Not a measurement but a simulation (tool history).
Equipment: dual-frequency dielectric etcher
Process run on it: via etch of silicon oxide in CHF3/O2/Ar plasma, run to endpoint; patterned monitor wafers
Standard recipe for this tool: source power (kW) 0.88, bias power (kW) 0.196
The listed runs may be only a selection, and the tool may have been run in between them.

| run | hour | source power (kW) | bias power (kW) | incoming incoming film thickness, nm | endpoint time (s) |
|---|---|---|---|---|---|
| 1 | 0 | 0.88 | 0.196 | 516.1 | 229.1 |
| 2 | 118.5 | 0.88 | 0.196 | 522.7 | 235.2 |
| 3 | 221.8 | 0.88 | 0.196 | 520 | 233.6 |
| 4 | 312 | 0.88 | 0.184 | 531.4 | 245.5 |
| 5 | 351.8 | 0.88 | 0.184 | 517 | 239.5 |
| 6 | 444.5 | 0.88 | 0.184 | 522.7 | 246.3 |
|  | 488.3 | wet clean of the chamber |
| 7 | 488.8 | 0.88 | 0.213 | 524.4 | 229.6 |
| 8 | 540.4 | 0.88 | 0.213 | 523.3 | 232.8 |
|  | 577 | upper electrode replaced |
| 9 | 599.9 | 0.88 | 0.213 | 517.3 | 227.1 |
| 10 | 706.2 | 0.88 | 0.215 | 519.5 | 229 |
| 11 | 762.1 | 0.88 | 0.196 | 521.2 | 235.8 |
|  | 799.3 | bias power generator calibrated |
| 12 | 829.9 | 0.88 | 0.196 | 520.7 | 238.3 |
| 13 | 889.6 | 0.88 | 0.221 | 525 | 236.1 |
| 14 | 935 | 0.88 | 0.196 | 525.4 | 243.4 |
| 15 | 1003.7 | 0.97 | 0.196 | 523.5 | 236.9 |
|  | 1069.5 | source power generator calibrated |
|  | 1132.1 | wet clean of the chamber |
| 16 | 1302.2 | 0.71 | 0.177 | 523.3 | 255.4 |
| 17 | 1396.9 | 0.88 | 0.176 | 525.3 | 245.5 |
| 18 | 1444.5 | 0.88 | 0.196 | 527.7 | 241.9 |
| 19 | 1548.6 | 0.99 | 0.196 | 523.9 | 232 |
| 20 | 1592.8 | 1.02 | 0.196 | 518.8 | 227.9 |
|  | 1684.5 | wet clean of the chamber |
| 21 | 1694.4 | 0.77 | 0.184 | 521.4 | 245.1 |
| 22 | 1784.4 | 0.88 | 0.181 | 523.6 | 240.7 |
| 23 | 1828.8 | 1.08 | 0.196 | 523.1 | 221.4 |

3 options for the next run, each taken on its own from the tool as it stands now. Forecast them:
| A | 1829.3 | 0.88 | 0.196 | 523.9 | ? |
| B | 1829.3 | 0.67 | 0.211 | 523.9 | ? |
| C | 1829.3 | 0.99 | 0.169 | 523.9 | ? |

| run | endpoint time (s) |
|---|---|
| A | 233.6 |
| B | 249.3 |
| C | 232.3 |
Had the tool no hidden state, the same runs would have come out as:
| run | endpoint time (s) |
|---|---|
| A | 230.5 |
| B | 246 |
| C | 229.2 |

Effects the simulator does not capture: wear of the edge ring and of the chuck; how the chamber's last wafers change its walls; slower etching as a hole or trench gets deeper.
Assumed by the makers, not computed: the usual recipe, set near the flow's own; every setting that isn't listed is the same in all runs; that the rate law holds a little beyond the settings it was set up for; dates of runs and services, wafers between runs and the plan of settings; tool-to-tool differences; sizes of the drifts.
